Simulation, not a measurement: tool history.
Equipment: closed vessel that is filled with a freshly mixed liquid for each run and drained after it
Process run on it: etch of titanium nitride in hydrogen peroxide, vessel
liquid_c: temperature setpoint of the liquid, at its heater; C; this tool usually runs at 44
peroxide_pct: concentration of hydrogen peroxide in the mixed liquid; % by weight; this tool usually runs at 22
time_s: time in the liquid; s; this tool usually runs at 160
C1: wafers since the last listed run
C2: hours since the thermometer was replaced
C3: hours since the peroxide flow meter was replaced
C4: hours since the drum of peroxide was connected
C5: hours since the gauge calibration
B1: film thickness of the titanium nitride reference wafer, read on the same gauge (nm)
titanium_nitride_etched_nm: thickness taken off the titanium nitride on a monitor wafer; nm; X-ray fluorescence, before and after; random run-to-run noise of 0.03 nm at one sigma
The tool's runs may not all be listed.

run 1 hour=0 | liquid_c=44 peroxide_pct=26 time_s=160 | C1=0 C2=921.9 C3=715.7 C4=1236 C5=340.7 | B1=29.99 | titanium_nitride_etched_nm=6.61
run 2 hour=91.1 | liquid_c=44 peroxide_pct=26 time_s=160 | C1=11406 C2=1013 C3=806.8 C4=1327.1 C5=431.8 | B1=30 | titanium_nitride_etched_nm=6.67
run 3 hour=103.1 | liquid_c=44 peroxide_pct=22 time_s=160 | C1=1502 C2=1025 C3=818.8 C4=1339.1 C5=443.8 | B1=30.01 | titanium_nitride_etched_nm=6.42
run 4 hour=117.5 | liquid_c=44 peroxide_pct=22 time_s=160 | C1=1803 C2=1039.4 C3=833.2 C4=1353.5 C5=458.2 | B1=29.97 | titanium_nitride_etched_nm=6.46
run 5 hour=196.5 | liquid_c=44 peroxide_pct=22 time_s=95 | C1=9891 C2=1118.4 C3=912.2 C4=1432.5 C5=537.2 | B1=30 | titanium_nitride_etched_nm=3.85
run 6 hour=216.8 | liquid_c=44 peroxide_pct=22 time_s=95 | C1=2541 C2=1138.7 C3=932.5 C4=1452.8 C5=557.5 | B1=30 | titanium_nitride_etched_nm=3.83
-- hour=239.3 thermometer replaced
run 7 hour=248 | liquid_c=44 peroxide_pct=22 time_s=95 | C1=3781 C2=8.7 C3=963.7 C4=1484 C5=588.7 | B1=30.02 | titanium_nitride_etched_nm=4.18
run 8 hour=265.7 | liquid_c=44 peroxide_pct=22 time_s=160 | C1=2216 C2=26.4 C3=981.4 C4=1501.7 C5=606.4 | B1=29.99 | titanium_nitride_etched_nm=7.02
-- hour=270.8 gauge calibrated
run 9 hour=281.8 | liquid_c=50 peroxide_pct=22 time_s=160 | C1=2015 C2=42.5 C3=997.5 C4=1517.8 C5=11 | B1=30 | titanium_nitride_etched_nm=10.93
run 10 hour=316 | liquid_c=50 peroxide_pct=22 time_s=160 | C1=4282 C2=76.7 C3=1031.7 C4=1552 C5=45.2 | B1=30 | titanium_nitride_etched_nm=10.98
-- hour=373.3 thermometer replaced, repeated, since the last time left the tool worse
run 11 hour=388.8 | liquid_c=50 peroxide_pct=22 time_s=160 | C1=8989 C2=15.5 C3=1104.5 C4=1624.8 C5=118 | B1=30 | titanium_nitride_etched_nm=9.03
-- hour=401.6 peroxide flow meter replaced
run 12 hour=402.3 | liquid_c=49.5 peroxide_pct=22 time_s=115 | C1=1565 C2=29 C3=0.7 C4=1638.3 C5=131.5 | B1=29.99 | titanium_nitride_etched_nm=6.24
-- hour=415.3 new drum of peroxide connected
run 13 hour=436.6 | liquid_c=40.5 peroxide_pct=28 time_s=210 | C1=4169 C2=63.3 C3=35 C4=21.3 C5=165.8 | B1=30 | titanium_nitride_etched_nm=6.21
run 14 hour=448.8 | liquid_c=44 peroxide_pct=22 time_s=160 | C1=1527 C2=75.5 C3=47.2 C4=33.5 C5=178 | B1=30.01 | titanium_nitride_etched_nm=5.86
run 15 hour=463.1 | liquid_c=44 peroxide_pct=22 time_s=160 | C1=1790 C2=89.8 C3=61.5 C4=47.8 C5=192.3 | B1=30 | titanium_nitride_etched_nm=5.83
run 16 hour=496.6 | liquid_c=44 peroxide_pct=22 time_s=160 | C1=4194 C2=123.3 C3=95 C4=81.3 C5=225.8 | B1=30.01 | titanium_nitride_etched_nm=5.85
run 17 hour=521.6 | liquid_c=36.5 peroxide_pct=28 time_s=200 | C1=3130 C2=148.3 C3=120 C4=106.3 C5=250.8 | B1=29.97 | titanium_nitride_etched_nm=4.37
run 18 hour=542.6 | liquid_c=44 peroxide_pct=22 time_s=160 | C1=2629 C2=169.3 C3=141 C4=127.3 C5=271.8 | B1=29.99 | titanium_nitride_etched_nm=5.93
run 19 hour=563.1 | liquid_c=44 peroxide_pct=25 time_s=160 | C1=2566 C2=189.8 C3=161.5 C4=147.8 C5=292.3 | B1=29.99 | titanium_nitride_etched_nm=6.1
run 20 hour=596.1 | liquid_c=49 peroxide_pct=22 time_s=225 | C1=4131 C2=222.8 C3=194.5 C4=180.8 C5=325.3 | B1=30.01 | titanium_nitride_etched_nm=12.08

For run 21, what comes out?
run 21 hour=617.2 | liquid_c=40 peroxide_pct=17 time_s=110 | C1=2641 C2=243.9 C3=215.6 C4=201.9 C5=346.4 | B1=? | titanium_nitride_etched_nm=?

{"run 21": {"B1": 30, "titanium_nitride_etched_nm": 2.86}}
Were there no unlogged condition in the tool, this run, its random variation unchanged, would have produced titanium_nitride_etched_nm 2.73 nm.
